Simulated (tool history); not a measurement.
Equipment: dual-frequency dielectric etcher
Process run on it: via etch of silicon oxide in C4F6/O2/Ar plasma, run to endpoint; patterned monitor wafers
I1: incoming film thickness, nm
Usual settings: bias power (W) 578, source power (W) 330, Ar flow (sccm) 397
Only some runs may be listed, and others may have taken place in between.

run 1 hour=0.0 | bias_power_(W)=578 source_power_(W)=330 Ar_flow_(sccm)=397 | I1=146.9 | endpoint_time_(s)=33.0
run 2 hour=39.5 | bias_power_(W)=578 source_power_(W)=330 Ar_flow_(sccm)=397 | I1=146.9 | endpoint_time_(s)=33.0
run 3 hour=84.6 | bias_power_(W)=578 source_power_(W)=330 Ar_flow_(sccm)=397 | I1=146.7 | endpoint_time_(s)=33.3
run 4 hour=134.3 | bias_power_(W)=578 source_power_(W)=280 Ar_flow_(sccm)=397 | I1=146.8 | endpoint_time_(s)=35.3
run 5 hour=176.8 | bias_power_(W)=578 source_power_(W)=280 Ar_flow_(sccm)=397 | I1=147.5 | endpoint_time_(s)=35.4
run 6 hour=238.7 | bias_power_(W)=578 source_power_(W)=330 Ar_flow_(sccm)=464 | I1=146.5 | endpoint_time_(s)=33.7
run 7 hour=308.0 | bias_power_(W)=578 source_power_(W)=330 Ar_flow_(sccm)=464 | I1=147.1 | endpoint_time_(s)=34.4
run 8 hour=338.5 | bias_power_(W)=578 source_power_(W)=330 Ar_flow_(sccm)=330 | I1=146.0 | endpoint_time_(s)=32.9
run 9 hour=409.3 | bias_power_(W)=578 source_power_(W)=330 Ar_flow_(sccm)=330 | I1=146.6 | endpoint_time_(s)=34.2
run 10 hour=429.9 | bias_power_(W)=578 source_power_(W)=300 Ar_flow_(sccm)=457 | I1=146.5 | endpoint_time_(s)=36.5
run 11 hour=458.1 | bias_power_(W)=578 source_power_(W)=300 Ar_flow_(sccm)=457 | I1=147.3 | endpoint_time_(s)=36.6
run 12 hour=514.3 | bias_power_(W)=578 source_power_(W)=330 Ar_flow_(sccm)=397 | I1=145.9 | endpoint_time_(s)=34.7
run 13 hour=538.6 | bias_power_(W)=578 source_power_(W)=330 Ar_flow_(sccm)=397 | I1=147.1 | endpoint_time_(s)=35.1
run 14 hour=571.7 | bias_power_(W)=578 source_power_(W)=330 Ar_flow_(sccm)=397 | I1=147.6 | endpoint_time_(s)=35.2
run 15 hour=609.1 | bias_power_(W)=578 source_power_(W)=390 Ar_flow_(sccm)=397 | I1=146.1 | endpoint_time_(s)=30.7
run 16 hour=662.3 | bias_power_(W)=541 source_power_(W)=370 Ar_flow_(sccm)=430 | I1=146.2 | endpoint_time_(s)=32.6
run 17 hour=722.1 | bias_power_(W)=531 source_power_(W)=380 Ar_flow_(sccm)=334 | I1=146.8 | endpoint_time_(s)=31.9
run 18 hour=752.9 | bias_power_(W)=578 source_power_(W)=330 Ar_flow_(sccm)=429 | I1=147.1 | endpoint_time_(s)=33.0
run 19 hour=781.2 | bias_power_(W)=707 source_power_(W)=400 Ar_flow_(sccm)=360 | I1=147.1 | endpoint_time_(s)=27.2
run 20 hour=837.1 | bias_power_(W)=578 source_power_(W)=330 Ar_flow_(sccm)=397 | I1=146.4 | endpoint_time_(s)=33.0
run 21 hour=880.7 | bias_power_(W)=458 source_power_(W)=300 Ar_flow_(sccm)=307 | I1=147.9 | endpoint_time_(s)=38.9
run 22 hour=950.5 | bias_power_(W)=531 source_power_(W)=380 Ar_flow_(sccm)=334 | I1=148.2 | endpoint_time_(s)=32.5
run 23 hour=980.3 | bias_power_(W)=578 source_power_(W)=330 Ar_flow_(sccm)=397 | I1=147.4 | endpoint_time_(s)=33.4
run 24 hour=1026.0 | bias_power_(W)=578 source_power_(W)=330 Ar_flow_(sccm)=397 | I1=146.0 | endpoint_time_(s)=33.2
run 25 hour=1104.8 | bias_power_(W)=578 source_power_(W)=400 Ar_flow_(sccm)=397 | I1=147.3 | endpoint_time_(s)=30.4
run 26 hour=1161.2 | bias_power_(W)=665 source_power_(W)=290 Ar_flow_(sccm)=397 | I1=146.8 | endpoint_time_(s)=32.1
run 27 hour=1230.2 | bias_power_(W)=578 source_power_(W)=330 Ar_flow_(sccm)=397 | I1=148.6 | endpoint_time_(s)=33.5
run 28 hour=1286.5 | bias_power_(W)=578 source_power_(W)=370 Ar_flow_(sccm)=466 | I1=147.4 | endpoint_time_(s)=32.4
run 29 hour=1346.4 | bias_power_(W)=578 source_power_(W)=300 Ar_flow_(sccm)=397 | I1=147.4 | endpoint_time_(s)=34.7

Between the runs listed above, the log contained 7 entries, not reproduced here. Where in the sequence does each belong, and how does what the log doesn't record of the tool's condition differ from the listed run before to the listed run after?
Between runs 8 and 9: wet clean of the chamber (hour 408.8)
  etch rate over this chamber's usual, %: -2.53 -> -5.8
  the result without the hidden state subtracted from the measured one, endpoint time (s): +0.8 -> +2.0
Between runs 11 and 12: source power generator calibrated (hour 498.9)
  etch rate over this chamber's usual, %: -6.08 -> -6.41
  the result without the hidden state subtracted from the measured one, endpoint time (s): +2.3 -> +2.3
Between runs 14 and 15: wet clean of the chamber, repeated, since the last time left the tool worse (hour 596.6)
  etch rate over this chamber's usual, %: -6.75 -> 0.613
  the result without the hidden state subtracted from the measured one, endpoint time (s): +2.4 -> -0.1
Between runs 16 and 17: upper electrode replaced (hour 703.2)
  etch rate over this chamber's usual, %: 0.3 -> -0.0513
  the result without the hidden state subtracted from the measured one, endpoint time (s): -0.1 -> +0.0
Between runs 17 and 18: Ar flow controller replaced (hour 749.3)
  etch rate over this chamber's usual, %: -0.0513 -> -0.232
  the result without the hidden state subtracted from the measured one, endpoint time (s): +0.0 -> +0.0
Between runs 22 and 23: bias power generator calibrated (hour 972.0)
  etch rate over this chamber's usual, %: -1.39 -> -1.57
  the result without the hidden state subtracted from the measured one, endpoint time (s): +0.4 -> +0.5
Between runs 24 and 25: wet clean of the chamber (hour 1104.3)
  etch rate over this chamber's usual, %: -1.84 -> 0.12
  the result without the hidden state subtracted from the measured one, endpoint time (s): +0.6 -> +0.0
